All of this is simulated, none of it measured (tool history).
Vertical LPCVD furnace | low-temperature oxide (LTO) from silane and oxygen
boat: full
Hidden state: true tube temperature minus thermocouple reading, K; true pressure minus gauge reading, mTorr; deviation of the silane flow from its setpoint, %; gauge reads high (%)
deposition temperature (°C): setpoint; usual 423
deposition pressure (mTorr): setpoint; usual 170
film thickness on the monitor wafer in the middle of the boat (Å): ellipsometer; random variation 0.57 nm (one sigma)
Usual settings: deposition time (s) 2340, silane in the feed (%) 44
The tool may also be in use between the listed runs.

run,hour,deposition temperature (°C),deposition pressure (mTorr),deposition time (s),silane in the feed (%),wafers since the last listed run,hours since the last temperature calibration,hours since the pressure gauge was zeroed,hours since the silane flow controller was replaced,hours since the gauge calibration,"read-back reference wafer on the same gauge, thickness",film thickness on the monitor wafer in the middle of the boat (Å)
1,0,431,170,2340,44,0,1749.1,1735.7,7046.3,56.4,321.03,4081.9
2,17,431,170,2340,44,324,1766.1,1752.7,7063.3,73.4,320.96,4088.1
3,28.4,423,170,2340,50,217,1777.5,1764.1,7074.7,84.8,321.04,4236.6
4,40.9,423,170,2340,50,238,1790,1776.6,7087.2,97.3,321.05,4232.5
# hour 51.7: gauge calibrated
5,53,423,170,2340,50,231,1802.1,1788.7,7099.3,1.3,321.05,4229.2
6,60.3,423,190,2340,44,139,1809.4,1796,7106.6,8.6,321.02,4235
# hour 92.2: thermocouples replaced and temperature profile calibrated
# hour 114.2: pressure gauge zeroed
# hour 129.1: silane flow controller replaced
7,129.6,423,190,2340,44,159,37.4,15.4,0.5,77.9,321.03,4235.3
8,133.7,420,170,2340,44,78,41.5,19.5,4.6,82,320.94,3681.3
9,137.9,423,170,2970,44,80,45.7,23.7,8.8,86.2,321.03,4801.2
10,142,417,170,1740,44,78,49.8,27.8,12.9,90.3,321.04,2657.3
11,146.1,423,170,2340,44,78,53.9,31.9,17,94.4,320.93,3785.1
12,150.2,418,170,2340,47,78,58,36,21.1,98.5,321.01,3836.5
13,154.3,423,170,2340,44,78,62.1,40.1,25.2,102.6,320.94,3786.8
14,158.4,423,140,2340,44,78,66.2,44.2,29.3,106.7,321.09,3120.1
15,162.6,423,155,1530,44,80,70.4,48.4,33.5,110.9,321.01,2258.1
16,170.4,434,155,1590,38,148,78.2,56.2,41.3,118.7,320.93,2231.6

3 ways to go on from here, each from the tool as it stands after run 16. What would each give?
# hour 170.8: gauge calibrated
A,174.6,423,145,2340,44,80,82.4,60.4,45.5,3.8,?,?
# hour 170.8: gauge calibrated
B,174.6,411,170,2340,44,80,82.4,60.4,45.5,3.8,?,?
# hour 170.8: gauge calibrated
C,174.6,423,170,2850,44,80,82.4,60.4,45.5,3.8,?,?

run,"read-back reference wafer on the same gauge, thickness",film thickness on the monitor wafer in the middle of the boat (Å)
A,321.02,3233.4
B,321.02,3362.4
C,321.02,4617.1
Without the tool's hidden state the same runs would have given:
run,film thickness on the monitor wafer in the middle of the boat (Å)
A,3233.4
B,3362.4
C,4617.1
